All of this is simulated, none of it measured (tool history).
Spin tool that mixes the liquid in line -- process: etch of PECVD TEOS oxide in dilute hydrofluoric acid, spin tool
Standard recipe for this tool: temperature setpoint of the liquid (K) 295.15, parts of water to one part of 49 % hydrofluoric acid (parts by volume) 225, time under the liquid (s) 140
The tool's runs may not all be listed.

| run | hour | temperature setpoint of the liquid (K) | parts of water to one part of 49 % hydrofluoric acid (parts by volume) | time under the liquid (s) | read-back film thickness of the PECVD TEOS oxide reference wafer, read on the same gauge (nm) | thickness taken off the PECVD TEOS oxide on a monitor wafer (nm) |
|---|---|---|---|---|---|---|
| 1 | 0.0 | 295.15 | 225 | 140 | 139.96 | 17.17 |
|  | 31.5 | hydrofluoric acid flow meter replaced |
| 2 | 37.5 | 295.15 | 225 | 140 | 140.01 | 16.17 |
| 3 | 72.6 | 295.15 | 225 | 95 | 139.99 | 10.98 |
| 4 | 120.5 | 295.15 | 260 | 140 | 139.97 | 13.85 |
| 5 | 185.8 | 295.15 | 260 | 140 | 140.01 | 13.99 |
| 6 | 236.2 | 296.15 | 225 | 140 | 140.00 | 17.43 |
|  | 318.9 | gauge calibrated |
| 7 | 337.6 | 299.15 | 260 | 140 | 140.02 | 16.49 |
|  | 375.5 | hydrofluoric acid flow meter replaced |
| 8 | 376.0 | 299.15 | 260 | 140 | 139.97 | 15.44 |
| 9 | 410.3 | 299.15 | 260 | 140 | 140.01 | 15.62 |
| 10 | 458.1 | 299.15 | 305 | 140 | 140.01 | 13.02 |
| 11 | 499.3 | 299.15 | 305 | 140 | 140.00 | 13.10 |
| 12 | 524.7 | 299.15 | 305 | 140 | 140.01 | 12.97 |
| 13 | 567.5 | 295.15 | 225 | 140 | 139.97 | 16.96 |
| 14 | 625.2 | 295.15 | 225 | 140 | 139.98 | 17.19 |
| 15 | 690.4 | 295.15 | 225 | 140 | 139.98 | 17.33 |
| 16 | 718.0 | 295.15 | 160 | 140 | 139.96 | 25.94 |
| 17 | 762.7 | 295.15 | 225 | 140 | 140.00 | 17.39 |
|  | 774.6 | hydrofluoric acid flow meter replaced |
| 18 | 805.8 | 293.15 | 225 | 85 | 140.01 | 9.20 |
| 19 | 860.0 | 291.65 | 225 | 140 | 140.02 | 14.77 |
| 20 | 911.8 | 291.15 | 190 | 120 | 139.96 | 15.01 |
| 21 | 951.8 | 298.15 | 225 | 70 | 140.00 | 9.40 |
| 22 | 1022.5 | 295.15 | 225 | 140 | 139.97 | 17.13 |
| 23 | 1094.2 | 298.15 | 225 | 140 | 139.99 | 19.45 |
| 24 | 1166.1 | 295.15 | 225 | 140 | 139.98 | 17.72 |
|  | 1215.0 | hydrofluoric acid flow meter replaced |
|  | 1257.5 | thermometer replaced |
| 25 | 1275.0 | 290.15 | 155 | 65 | 139.98 | 9.48 |
| 26 | 1345.0 | 292.65 | 295 | 140 | 139.97 | 10.40 |
|  | 1368.7 | gauge calibrated |
| 27 | 1390.4 | 290.15 | 155 | 65 | 139.99 | 9.63 |
|  | 1588.9 | hydrofluoric acid flow meter replaced |
| 28 | 1596.6 | 295.15 | 225 | 140 | 140.03 | 15.53 |
| 29 | 1658.3 | 295.15 | 225 | 75 | 140.04 | 8.55 |

Run 30 has not been measured yet. What should we expect?
| 30 | 1687.9 | 291.15 | 225 | 140 | ? | ? |

read-back film thickness of the PECVD TEOS oxide reference wafer, read on the same gauge (nm): 139.99
thickness taken off the PECVD TEOS oxide on a monitor wafer (nm): 13.71
With no hidden state in the tool, this same run would have given thickness taken off the PECVD TEOS oxide on a monitor wafer (nm) 13.27.
